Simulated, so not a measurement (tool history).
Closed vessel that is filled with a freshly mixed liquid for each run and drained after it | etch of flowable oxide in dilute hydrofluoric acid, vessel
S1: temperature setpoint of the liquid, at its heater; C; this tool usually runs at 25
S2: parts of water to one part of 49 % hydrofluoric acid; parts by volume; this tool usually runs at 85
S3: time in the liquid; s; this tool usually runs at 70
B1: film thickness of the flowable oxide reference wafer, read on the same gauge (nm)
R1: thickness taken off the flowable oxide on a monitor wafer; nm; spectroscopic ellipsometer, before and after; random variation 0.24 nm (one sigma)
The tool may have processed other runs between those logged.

{"run": 1, "hour": 0.0, "S1": 25, "S2": 85, "S3": 40, "B1": 89.96, "R1": 17.03}
{"run": 2, "hour": 108.5, "S1": 25, "S2": 85, "S3": 40, "B1": 90.01, "R1": 17}
{"run": 3, "hour": 162.6, "S1": 25, "S2": 85, "S3": 70, "B1": 89.94, "R1": 29.61}
{"run": 4, "hour": 232.2, "S1": 25, "S2": 85, "S3": 70, "B1": 90.02, "R1": 29.55}
{"run": 5, "hour": 270.2, "S1": 25, "S2": 85, "S3": 70, "B1": 90.03, "R1": 29.68}
{"run": 6, "hour": 424.4, "S1": 25, "S2": 85, "S3": 70, "B1": 89.98, "R1": 29.82}
{"run": 7, "hour": 450.2, "S1": 25, "S2": 85, "S3": 70, "B1": 89.94, "R1": 29.36}
{"run": 8, "hour": 508.0, "S1": 22, "S2": 85, "S3": 70, "B1": 90, "R1": 26.37}
{"hour": 546.8, "done": "hydrofluoric acid flow meter replaced"}
{"run": 9, "hour": 555.1, "S1": 22, "S2": 85, "S3": 70, "B1": 89.97, "R1": 25.82}
{"hour": 557.3, "done": "thermometer replaced"}
{"run": 10, "hour": 593.9, "S1": 25, "S2": 85, "S3": 70, "B1": 89.99, "R1": 31.05}
{"run": 11, "hour": 653.4, "S1": 25, "S2": 85, "S3": 70, "B1": 90.01, "R1": 31.42}
{"run": 12, "hour": 717.2, "S1": 25, "S2": 85, "S3": 70, "B1": 89.98, "R1": 31.14}
{"run": 13, "hour": 765.5, "S1": 25, "S2": 85, "S3": 70, "B1": 90, "R1": 30.98}
{"run": 14, "hour": 944.9, "S1": 25, "S2": 85, "S3": 70, "B1": 90.03, "R1": 30.62}
{"run": 15, "hour": 987.5, "S1": 25, "S2": 45, "S3": 80, "B1": 90.01, "R1": 71.01}
{"run": 16, "hour": 1021.7, "S1": 27.5, "S2": 85, "S3": 70, "B1": 90.05, "R1": 34.16}
{"run": 17, "hour": 1083.1, "S1": 25, "S2": 95, "S3": 95, "B1": 89.97, "R1": 36.73}
{"run": 18, "hour": 1143.8, "S1": 29.5, "S2": 65, "S3": 70, "B1": 89.97, "R1": 48.9}
{"run": 19, "hour": 1200.5, "S1": 25, "S2": 85, "S3": 70, "B1": 90.01, "R1": 30.47}
{"hour": 1221.6, "done": "gauge calibrated"}
{"hour": 1229.1, "done": "hydrofluoric acid flow meter replaced"}
{"run": 20, "hour": 1229.8, "S1": 25, "S2": 55, "S3": 100, "B1": 90.01, "R1": 70.3}
{"run": 21, "hour": 1298.9, "S1": 23.5, "S2": 120, "S3": 110, "B1": 90.01, "R1": 30.73}
{"run": 22, "hour": 1364.5, "S1": 25, "S2": 85, "S3": 70, "B1": 89.98, "R1": 30.24}
{"run": 23, "hour": 1416.3, "S1": 25, "S2": 110, "S3": 35, "B1": 89.99, "R1": 11.28}
{"run": 24, "hour": 1451.7, "S1": 25, "S2": 125, "S3": 70, "B1": 89.97, "R1": 19.89}
{"run": 25, "hour": 1506.2, "S1": 29, "S2": 85, "S3": 50, "B1": 90.03, "R1": 25.2}
{"run": 26, "hour": 1548.1, "S1": 25, "S2": 65, "S3": 95, "B1": 90.03, "R1": 54.89}
{"run": 27, "hour": 1573.6, "S1": 25, "S2": 120, "S3": 70, "B1": 89.99, "R1": 20.21}
{"run": 28, "hour": 1601.0, "S1": 25, "S2": 85, "S3": 70, "B1": 89.96, "R1": 29.85}

Branching from run 28: 3 alternative next runs. What would each branch give?
{"run": "A", "hour": 1601.7, "S1": 25, "S2": 85, "S3": 70, "B1": "?", "R1": "?"}
{"run": "B", "hour": 1601.7, "S1": 29.5, "S2": 125, "S3": 95, "B1": "?", "R1": "?"}
{"run": "C", "hour": 1601.7, "S1": 22, "S2": 105, "S3": 85, "B1": "?", "R1": "?"}

run=A B1=89.96 R1=29.93
run=B B1=89.96 R1=31.23
run=C B1=89.96 R1=25.45
Had the tool no hidden state, the same runs would have come out as:
run=A R1=31.3
run=B R1=32.56
run=C R1=26.63
